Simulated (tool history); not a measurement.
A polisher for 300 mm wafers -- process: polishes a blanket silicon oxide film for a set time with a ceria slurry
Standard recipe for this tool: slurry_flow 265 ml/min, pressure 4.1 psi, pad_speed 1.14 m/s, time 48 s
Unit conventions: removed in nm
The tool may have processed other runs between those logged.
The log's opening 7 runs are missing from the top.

| run | hour | slurry_flow | pressure | pad_speed | time | incoming thickness of the incoming film, nm | removed |
|---|---|---|---|---|---|---|---|
|  | 528.2 | worn pad replaced by a new one |
|  | 542.3 | head pressure recalibrated |
| 8 | 560.4 | 265 | 4.1 | 1.14 | 48 | 909.2 | 318.0 |
| 9 | 596.7 | 265 | 4.1 | 1.14 | 48 | 891.9 | 321.4 |
|  | 644.8 | slurry nozzle cleaned |
| 10 | 701.5 | 265 | 4.1 | 1.14 | 48 | 896.6 | 321.2 |
| 11 | 755.7 | 265 | 4.1 | 1.14 | 48 | 891.9 | 323.4 |
| 12 | 822.4 | 265 | 4.1 | 1.14 | 48 | 904.8 | 325.9 |
| 13 | 921.0 | 195 | 4.1 | 1.14 | 48 | 905.5 | 314.7 |
| 14 | 998.8 | 195 | 4.1 | 1.14 | 48 | 886.4 | 315.7 |
|  | 1024.8 | worn pad replaced by a new one |
| 15 | 1069.8 | 265 | 4.1 | 1.14 | 48 | 913.5 | 321.3 |
| 16 | 1162.0 | 265 | 4.1 | 1.14 | 48 | 883.3 | 320.9 |
|  | 1213.8 | head pressure recalibrated |
| 17 | 1233.6 | 265 | 4.1 | 1.14 | 48 | 890.4 | 323.2 |
| 18 | 1300.6 | 265 | 3.3 | 1.14 | 48 | 917.6 | 268.8 |
| 19 | 1407.0 | 265 | 4.1 | 1.14 | 48 | 896.4 | 320.7 |
|  | 1473.2 | slurry nozzle cleaned |
| 20 | 1474.0 | 265 | 4.1 | 1.24 | 48 | 916.3 | 351.0 |

Run 21 is up next; what results do you expect?
| 21 | 1547.1 | 265 | 5.0 | 1.14 | 48 | 892.4 | ? |

removed: 376.7 nm
With the hidden condition absent and the run-to-run variation left alone, this run would have shown removed 376.7 nm.
